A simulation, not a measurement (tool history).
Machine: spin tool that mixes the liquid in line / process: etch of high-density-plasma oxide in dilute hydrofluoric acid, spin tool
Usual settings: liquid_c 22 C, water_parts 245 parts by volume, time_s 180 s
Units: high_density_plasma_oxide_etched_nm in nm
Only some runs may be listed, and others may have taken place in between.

run   hour  liquid_c  water_parts  time_s  wafers since the last listed run  hours since the thermometer was replaced  hours since the hydrofluoric acid flow meter was replaced  hours since the gauge calibration  read-back film thickness of the high-density-plasma oxide reference wafer, read on the same gauge (nm)  high_density_plasma_oxide_etched_nm
  1      0      23.5          245     110                                 0                                    1651.7                                                      377.1                               33.2                                                                                                 109.979                                2.355
      72.5  -- hydrofluoric acid flow meter replaced
  2     73      23.5          245     110                               404                                    1724.7                                                        0.5                              106.2                                                                                                 109.997                                2.283
  3    122      23.5          245     110                               275                                    1773.7                                                       49.5                              155.2                                                                                                 109.998                                2.322
  4  146.7        22          245     180                               138                                    1798.4                                                       74.2                              179.9                                                                                                 109.994                                3.629
  5  197.9        22          245     180                               287                                    1849.6                                                      125.4                              231.1                                                                                                 109.999                                 3.64
  6  233.3        22          190     260                               198                                      1885                                                      160.8                              266.5                                                                                                 109.998                                7.121
  7  295.1        22          190     260                               347                                    1946.8                                                      222.6                              328.3                                                                                                 109.999                                7.186
  8  332.8        22          290     230                               211                                    1984.5                                                      260.3                                366                                                                                                 110.003                                3.784
     356.5  -- gauge calibrated
  9  385.7        22          245     180                               297                                    2037.4                                                      313.2                               29.2                                                                                                  109.99                                3.647
 10  416.7        22          245     180                               174                                    2068.4                                                      344.2                               60.2                                                                                                 109.983                                3.646
     458.1  -- thermometer replaced
 11  462.9        20          245     145                               253                                       4.8                                                      390.4                              106.4                                                                                                 109.987                                2.733
 12  490.2        22          245     180                               153                                      32.1                                                      417.7                              133.7                                                                                                 110.005                                3.701
 13  532.2        26          245     125                               235                                      74.1                                                      459.7                              175.7                                                                                                 109.995                                 2.97
     539.3  -- hydrofluoric acid flow meter replaced
 14  585.8      19.5          315     120                               295                                     127.7                                                       46.5                              229.3                                                                                                 110.009                                1.594
 15  776.4        22          355     180                              1070                                     318.3                                                      237.1                              419.9                                                                                                 110.021                                2.253

Here are 3 independent what-if runs from the current tool condition. What would each one return?
  A  776.9        22          245     180                                 2                                     318.8                                                      237.6                              420.4                                                                                                       ?                                    ?
  B  776.9        22          180     180                                 2                                     318.8                                                      237.6                              420.4                                                                                                       ?                                    ?
  C  776.9        22          330     180                                 2                                     318.8                                                      237.6                              420.4                                                                                                       ?                                    ?

run  read-back film thickness of the high-density-plasma oxide reference wafer, read on the same gauge (nm)  high_density_plasma_oxide_etched_nm
  A                                                                                                 110.028                                3.662
  B                                                                                                 110.028                                5.321
  C                                                                                                 110.028                                2.511
With no hidden state in the tool, these same runs would have given:
run  high_density_plasma_oxide_etched_nm
  A                                3.604
  B                                5.239
  C                                2.469
